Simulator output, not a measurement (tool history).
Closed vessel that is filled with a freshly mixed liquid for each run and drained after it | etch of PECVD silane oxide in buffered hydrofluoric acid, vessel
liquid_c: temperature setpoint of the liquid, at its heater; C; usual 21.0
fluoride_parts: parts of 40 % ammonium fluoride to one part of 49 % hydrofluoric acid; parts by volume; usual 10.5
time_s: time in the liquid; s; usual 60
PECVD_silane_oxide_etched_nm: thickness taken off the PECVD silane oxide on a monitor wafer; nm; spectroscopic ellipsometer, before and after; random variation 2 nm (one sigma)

run    hour  liquid_c  fluoride_parts  time_s  wafers since the last listed run  hours since the thermometer was replaced  hours since the hydrofluoric acid flow meter was replaced  hours since the gauge calibration  read-back film thickness of the PECVD silane oxide reference wafer, read on the same gauge (nm)  PECVD_silane_oxide_etched_nm
  1     0.0      21.0            10.5      60                                 0                                    1023.3                                                       94.8                             2127.8                                                                                           100.00                        217.94
  2    69.7      21.0            10.5      60                              5002                                    1093.0                                                      164.5                             2197.5                                                                                            99.98                        219.04
  3   133.1      21.0            10.5      50                              4550                                    1156.4                                                      227.9                             2260.9                                                                                           100.00                        179.40
  4   240.3      21.0            10.5      50                              7694                                    1263.6                                                      335.1                             2368.1                                                                                            99.98                        175.30
  5   280.0      18.5             8.0      60                              2849                                    1303.3                                                      374.8                             2407.8                                                                                           100.02                        232.13
  6   355.8      21.0            13.5      60                              5440                                    1379.1                                                      450.6                             2483.6                                                                                            99.97                        165.40
  7   507.2      21.0            13.5      60                             10866                                    1530.5                                                      602.0                             2635.0                                                                                           100.03                        159.54
  8   580.2      21.0            13.5      60                              5239                                    1603.5                                                      675.0                             2708.0                                                                                           100.01                        160.09
      609.0  -- hydrofluoric acid flow meter replaced
  9   672.8      21.0            10.5      60                              6574                                    1696.1                                                       63.8                             2800.6                                                                                            99.97                        220.07
 10   728.0      19.0            13.5      60                              3962                                    1751.3                                                      119.0                             2855.8                                                                                           100.01                        154.07
 11   788.8      19.0            13.5      60                              4364                                    1812.1                                                      179.8                             2916.6                                                                                           100.01                        151.21
 12   873.8      19.0            13.5      60                              6100                                    1897.1                                                      264.8                             3001.6                                                                                           100.05                        150.76
 13   946.8      18.5            10.5      75                              5239                                    1970.1                                                      337.8                             3074.6                                                                                           100.01                        231.50
 14  1016.4      21.0            14.5      40                              4995                                    2039.7                                                      407.4                             3144.2                                                                                           100.04                        103.06
 15  1094.4      21.0            10.5      60                              5598                                    2117.7                                                      485.4                             3222.2                                                                                           100.01                        210.06
 16  1173.5      18.0            14.0      85                              5677                                    2196.8                                                      564.5                             3301.3                                                                                           100.00                        189.87
 17  1273.0      21.0            10.5      50                              7141                                    2296.3                                                      664.0                             3400.8                                                                                           100.05                        175.32
     1322.0  -- hydrofluoric acid flow meter replaced
 18  1355.8      17.0            13.5      95                              5871                                    2379.1                                                       33.8                             3483.6                                                                                           100.05                        211.60
     1428.7  -- gauge calibrated
 19  1659.9      18.0             8.5      40                             21827                                    2683.2                                                      337.9                              231.2                                                                                            99.97                        141.87
 20  1745.4      21.0            10.5      60                              6136                                    2768.7                                                      423.4                              316.7                                                                                            99.95                        207.43
 21  1836.3      21.0            13.5      80                              6524                                    2859.6                                                      514.3                              407.6                                                                                            99.99                        217.18
 22  1907.9      17.0             9.0      30                              5139                                    2931.2                                                      585.9                              479.2                                                                                           100.02                         95.63
 23  1945.8      25.0            10.5      60                              2720                                    2969.1                                                      623.8                              517.1                                                                                           100.00                        256.90
     1987.6  -- hydrofluoric acid flow meter replaced
     1991.0  -- thermometer replaced
 24  2010.3      23.0             8.5      90                              4486                                      19.3                                                       22.7                              581.6                                                                                           100.04                        434.22
 25  2091.9      17.5            13.5      45                              5856                                     100.9                                                      104.3                              663.2                                                                                           100.00                        105.21
 26  2160.1      21.0            10.5      60                              4895                                     169.1                                                      172.5                              731.4                                                                                            99.99                        215.17
 27  2262.3      18.5            10.5      60                              7335                                     271.3                                                      274.7                              833.6                                                                                           100.02                        183.96
 28  2326.6      21.0            10.5      60                              4615                                     335.6                                                      339.0                              897.9                                                                                           100.01                        209.33
 29  2388.3      19.0            14.0      35                              4428                                     397.3                                                      400.7                              959.6                                                                                            99.99                         84.40
     2573.3  -- hydrofluoric acid flow meter replaced
 30  2647.0      25.5             7.5      70                             18496                                     656.0                                                       73.7                             1218.3                                                                                           100.03                        446.47
 31  2685.5      24.5             7.5      90                              2763                                     694.5                                                      112.2                             1256.8                                                                                            99.99                        537.91
 32  2781.9      21.0            10.5      60                              6919                                     790.9                                                      208.6                             1353.2                                                                                           100.04                        220.62

The same runs without the tool's hidden state, with the same run-to-run variation:
The hidden state here: liquid colder than its thermometer reads (K); hydrofluoric acid flow below the setpoint (%); gauge reads high (%).
run  PECVD_silane_oxide_etched_nm
  1                        222.98
  2                        225.65
  3                        185.99
  4                        183.71
  5                        245.66
  6                        175.46
  7                        171.93
  8                        173.87
  9                        222.93
 10                        156.94
 11                        154.96
 12                        155.82
 13                        240.98
 14                        108.08
 15                        221.95
 16                        202.37
 17                        188.70
 18                        214.48
 19                        148.94
 20                        218.57
 21                        231.09
 22                         99.99
 23                        276.34
 24                        438.49
 25                        107.00
 26                        220.28
 27                        190.26
 28                        217.89
 29                         88.44
 30                        450.85
 31                        545.43
 32                        225.53
